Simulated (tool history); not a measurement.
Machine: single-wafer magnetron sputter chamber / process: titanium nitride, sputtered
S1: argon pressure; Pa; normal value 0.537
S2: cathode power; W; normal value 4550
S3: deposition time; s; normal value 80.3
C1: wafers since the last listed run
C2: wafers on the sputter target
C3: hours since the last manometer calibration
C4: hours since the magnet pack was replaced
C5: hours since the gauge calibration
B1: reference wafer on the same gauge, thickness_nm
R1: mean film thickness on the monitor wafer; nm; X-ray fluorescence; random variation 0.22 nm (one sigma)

run,hour,S1,S2,S3,C1,C2,C3,C4,C5,B1,R1
1,0,0.537,5200,80.3,0,1302,1891.6,8777.8,506.9,70.81,70.146
2,29.8,0.537,5200,80.3,301,1604,1921.4,8807.6,536.7,70.783,70.188
3,73,0.537,4550,89.4,436,2040,1964.6,8850.8,579.9,70.814,71.019
4,138,0.537,4550,91.9,656,2697,2029.6,8915.8,644.9,70.786,73.262
5,167.9,0.537,4550,80.3,302,2999,2059.5,8945.7,674.8,70.782,64.522
6,219.9,0.537,4550,80.3,525,3525,2111.5,8997.7,726.8,70.827,64.81
7,255.8,0.63,5400,80.3,362,3888,2147.4,9033.6,762.7,70.74,69.088
8,284.5,0.63,5400,80.3,290,4178,2176.1,9062.3,791.4,70.772,69.114
# hour 287.8: gauge calibrated
# hour 301.6: magnet pack replaced
9,350.1,0.537,4550,69.9,582,4760,2241.7,48.5,62.3,70.81,56.383
10,414,0.417,4550,80.3,645,5406,2305.6,112.4,126.2,70.875,67.408
# hour 429.6: capacitance manometer re-zeroed and calibrated
11,459.6,0.537,4550,80.3,380,5786,30,158,171.8,70.812,60.064
# hour 470.1: sputter target and shields replaced
12,499.3,0.537,4550,80.3,320,294,69.7,197.7,211.5,70.789,60.208
13,540.3,0.458,5150,86,414,709,110.7,238.7,252.5,70.857,72.973
# hour 567.3: capacitance manometer re-zeroed and calibrated, repeated, since the last time left the tool worse
14,610.9,0.537,4550,80.3,632,1341,43.6,309.3,323.1,70.817,63.088
15,657.9,0.688,5050,64.3,475,1816,90.6,356.3,370.1,70.805,50.533
16,696.5,0.537,4550,90.2,390,2207,129.2,394.9,408.7,70.799,71.079
17,742.8,0.719,4550,80.3,467,2675,175.5,441.2,455,70.801,58.874
18,773.7,0.537,4550,80.3,312,2987,206.4,472.1,485.9,70.804,63.822
19,803,0.537,4550,93.4,296,3283,235.7,501.4,515.2,70.848,73.766

4 ways to go on from here, each from the tool as it stands after run 19. What would each give?
A,803.4,0.537,4550,80.3,4,3287,236.1,501.8,515.6,?,?
B,803.4,0.387,3600,80.3,4,3287,236.1,501.8,515.6,?,?
C,803.4,0.728,4550,92.1,4,3287,236.1,501.8,515.6,?,?
D,803.4,0.435,4550,64.7,4,3287,236.1,501.8,515.6,?,?

run,B1,R1
A,70.794,62.923
B,70.794,58.473
C,70.794,66.647
D,70.794,52.955
What these runs would have given with no unlogged condition in the tool:
run,R1
A,62.552
B,58.238
C,66.103
D,52.71
